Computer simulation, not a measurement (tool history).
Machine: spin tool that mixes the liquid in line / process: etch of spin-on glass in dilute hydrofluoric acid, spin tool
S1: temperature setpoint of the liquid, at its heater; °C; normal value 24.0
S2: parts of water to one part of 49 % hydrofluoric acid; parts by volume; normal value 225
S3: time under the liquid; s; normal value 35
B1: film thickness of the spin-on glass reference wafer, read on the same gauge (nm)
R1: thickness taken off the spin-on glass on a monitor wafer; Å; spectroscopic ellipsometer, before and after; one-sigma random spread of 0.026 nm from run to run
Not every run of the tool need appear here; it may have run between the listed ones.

Run 1, hour 0.0: usual settings but S3 45 s; B1 59.991. Result: R1 57.93 Å.
Run 2, hour 41.6: usual settings but S3 45 s; B1 59.988. Result: R1 57.30 Å.
Run 3, hour 95.3: usual settings; B1 59.986. Result: R1 45.20 Å.
Run 4, hour 178.6: usual settings; B1 59.982. Result: R1 44.74 Å.
Run 5, hour 260.6: usual settings; B1 60.013. Result: R1 44.92 Å.
Run 6, hour 365.4: usual settings; B1 60.004. Result: R1 45.49 Å.
Run 7, hour 407.0: usual settings; B1 60.019. Result: R1 45.17 Å.
At hour 411.4: gauge calibrated.
Run 8, hour 471.0: usual settings; B1 60.025. Result: R1 45.23 Å.
Run 9, hour 522.8: usual settings; B1 59.998. Result: R1 45.61 Å.
Run 10, hour 574.4: usual settings; B1 59.981. Result: R1 45.30 Å.
Run 11, hour 658.5: usual settings; B1 59.974. Result: R1 45.48 Å.
Run 12, hour 729.2: usual settings but S1 21.5 °C, S2 260 parts by volume, S3 30 s; B1 59.996. Result: R1 29.70 Å.
Run 13, hour 782.1: usual settings; B1 59.988. Result: R1 45.68 Å.
Run 14, hour 858.4: usual settings; B1 59.986. Result: R1 45.79 Å.
Run 15, hour 956.8: usual settings but S1 26.5 °C, S2 145 parts by volume, S3 45 s; B1 60.002. Result: R1 109.28 Å.
Run 16, hour 1243.7: usual settings; B1 60.009. Result: R1 45.84 Å.
Run 17, hour 1288.6: usual settings but S1 20.0 °C; B1 59.988. Result: R1 39.89 Å.
Run 18, hour 1392.3: usual settings but S1 20.5 °C, S3 30 s; B1 60.007. Result: R1 34.97 Å.
Run 19, hour 1701.5: usual settings but S1 20.0 °C; B1 59.998. Result: R1 40.22 Å.
At hour 1731.4: thermometer replaced.
Run 20, hour 1760.4: usual settings but S1 19.0 °C, S2 290 parts by volume; B1 60.007. Result: R1 27.45 Å.
At hour 1785.1: hydrofluoric acid flow meter replaced.
Run 21, hour 1848.8: usual settings but S1 28.5 °C, S2 320 parts by volume, S3 50 s; B1 59.999. Result: R1 47.91 Å.
Run 22, hour 1942.0: usual settings; B1 60.018. Result: R1 45.76 Å.
Run 23, hour 2026.2: usual settings but S2 315 parts by volume; B1 59.995. Result: R1 29.62 Å.
Run 24, hour 2088.3: usual settings but S1 25.5 °C, S2 285 parts by volume, S3 45 s; B1 60.010. Result: R1 46.09 Å.
Run 25, hour 2147.3: usual settings; B1 60.007. Result: R1 45.52 Å.
Run 26, hour 2244.8: usual settings but S1 20.0 °C, S2 170 parts by volume, S3 25 s; B1 59.993. Result: R1 39.46 Å.
Run 27, hour 2301.2: usual settings but S1 27.5 °C, S2 285 parts by volume; B1 60.016. Result: R1 38.36 Å.
Run 28, hour 2394.9: usual settings but S3 50 s; B1 60.013. Result: R1 65.83 Å.
Run 29, hour 2462.8: usual settings but S1 21.0 °C, S3 20 s; B1 59.998. Result: R1 23.84 Å.
Run 30, hour 2539.4: usual settings but S3 45 s; B1 59.988. Result: R1 59.15 Å.
Run 31, hour 2693.2: usual settings but S1 28.0 °C; B1 60.007. Result: R1 53.22 Å.
Run 32, hour 2735.4: usual settings; B1 60.013. Result: R1 46.52 Å.
Run 33, hour 3018.3: usual settings but S1 26.5 °C, S2 125 parts by volume, S3 45 s; B1 60.012. Result: R1 132.34 Å.

Alternative continuations, all from the tool just after run 33; predict every row:
Run A, hour 3018.7: usual settings but S1 21.0 °C; B1 ?. Result: R1 ?.
Run B, hour 3018.7: usual settings but S2 195 parts by volume, S3 50 s; B1 ?. Result: R1 ?.
Run C, hour 3018.7: usual settings but S1 22.0 °C, S2 120 parts by volume, S3 25 s; B1 ?. Result: R1 ?.
Run D, hour 3018.7: usual settings but S1 28.0 °C, S2 260 parts by volume, S3 55 s; B1 ?. Result: R1 ?.
Run E, hour 3018.7: usual settings but S1 28.5 °C; B1 ?. Result: R1 ?.

run      B1     R1
  A  59.997  41.88
  B  59.997  79.59
  C  59.997  65.28
  D  59.997  70.24
  E  59.997  54.69
What these runs would have given with no unlogged condition in the tool:
run     R1
  A  40.09
  B  76.23
  C  62.32
  D  67.52
  E  52.54
